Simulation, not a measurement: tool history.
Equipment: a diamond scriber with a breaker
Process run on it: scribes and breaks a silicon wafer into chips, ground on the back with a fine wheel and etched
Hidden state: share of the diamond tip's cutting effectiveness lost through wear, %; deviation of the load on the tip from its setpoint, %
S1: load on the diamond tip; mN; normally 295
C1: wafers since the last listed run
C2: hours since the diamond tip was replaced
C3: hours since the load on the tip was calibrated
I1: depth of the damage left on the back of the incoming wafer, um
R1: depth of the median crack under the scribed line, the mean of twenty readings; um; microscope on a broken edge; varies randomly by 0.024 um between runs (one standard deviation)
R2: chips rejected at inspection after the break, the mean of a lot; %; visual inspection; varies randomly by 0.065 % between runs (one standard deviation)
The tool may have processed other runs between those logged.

run 1 hour=0.0 | S1=295 | C1=0 C2=934.0 C3=1775.9 | I1=0.76 | R1=6.40 R2=13.61
run 2 hour=14.1 | S1=295 | C1=27 C2=948.1 C3=1790.0 | I1=0.40 | R1=6.36 R2=13.27
run 3 hour=22.5 | S1=295 | C1=16 C2=956.5 C3=1798.4 | I1=0.75 | R1=6.39 R2=13.69
run 4 hour=34.1 | S1=295 | C1=22 C2=968.1 C3=1810.0 | I1=0.65 | R1=6.32 R2=12.80
run 5 hour=47.6 | S1=349 | C1=26 C2=981.6 C3=1823.5 | I1=0.73 | R1=7.11 R2=4.36
run 6 hour=63.1 | S1=349 | C1=30 C2=997.1 C3=1839.0 | I1=0.73 | R1=7.08 R2=5.11
run 7 hour=72.7 | S1=295 | C1=18 C2=1006.7 C3=1848.6 | I1=0.57 | R1=6.26 R2=12.85
run 8 hour=117.4 | S1=295 | C1=88 C2=1051.4 C3=1893.3 | I1=0.74 | R1=6.16 R2=18.12
run 9 hour=127.3 | S1=295 | C1=19 C2=1061.3 C3=1903.2 | I1=0.64 | R1=6.12 R2=19.19
-- hour=134.1 diamond tip replaced by a new one
run 10 hour=138.4 | S1=374 | C1=17 C2=4.3 C3=1914.3 | I1=0.71 | R1=8.49 R2=1.07
run 11 hour=144.8 | S1=295 | C1=12 C2=10.7 C3=1920.7 | I1=0.63 | R1=7.10 R2=5.05
run 12 hour=158.1 | S1=356 | C1=26 C2=24.0 C3=1934.0 | I1=0.73 | R1=8.13 R2=1.03
run 13 hour=173.8 | S1=295 | C1=30 C2=39.7 C3=1949.7 | I1=0.77 | R1=7.07 R2=4.75
-- hour=180.1 load on the tip recalibrated
run 14 hour=191.2 | S1=340 | C1=30 C2=57.1 C3=11.1 | I1=0.49 | R1=8.61 R2=1.53
run 15 hour=198.2 | S1=329 | C1=13 C2=64.1 C3=18.1 | I1=0.53 | R1=8.44 R2=1.24
run 16 hour=210.0 | S1=243 | C1=23 C2=75.9 C3=29.9 | I1=0.55 | R1=6.73 R2=7.59
run 17 hour=217.3 | S1=358 | C1=14 C2=83.2 C3=37.2 | I1=0.65 | R1=9.00 R2=2.50
run 18 hour=225.7 | S1=371 | C1=16 C2=91.6 C3=45.6 | I1=0.55 | R1=9.21 R2=3.07

What if the next run were any one of these 4? Each begins from the tool's condition after run 18:
run A hour=226.3 | S1=295 | C1=1 C2=92.2 C3=46.2 | I1=0.76 | R1=? R2=?
run B hour=226.3 | S1=363 | C1=1 C2=92.2 C3=46.2 | I1=0.76 | R1=? R2=?
run C hour=226.3 | S1=377 | C1=1 C2=92.2 C3=46.2 | I1=0.76 | R1=? R2=?
run D hour=226.3 | S1=334 | C1=1 C2=92.2 C3=46.2 | I1=0.76 | R1=? R2=?

run=A R1=7.76 R2=1.59
run=B R1=9.03 R2=2.78
run=C R1=9.28 R2=3.95
run=D R1=8.50 R2=1.20
The same runs, with their run-to-run variation unchanged, on a tool lacking any hidden condition would have given:
run=A R1=8.21 R2=0.95
run=B R1=9.55 R2=5.48
run=C R1=9.82 R2=7.21
run=D R1=8.99 R2=2.61

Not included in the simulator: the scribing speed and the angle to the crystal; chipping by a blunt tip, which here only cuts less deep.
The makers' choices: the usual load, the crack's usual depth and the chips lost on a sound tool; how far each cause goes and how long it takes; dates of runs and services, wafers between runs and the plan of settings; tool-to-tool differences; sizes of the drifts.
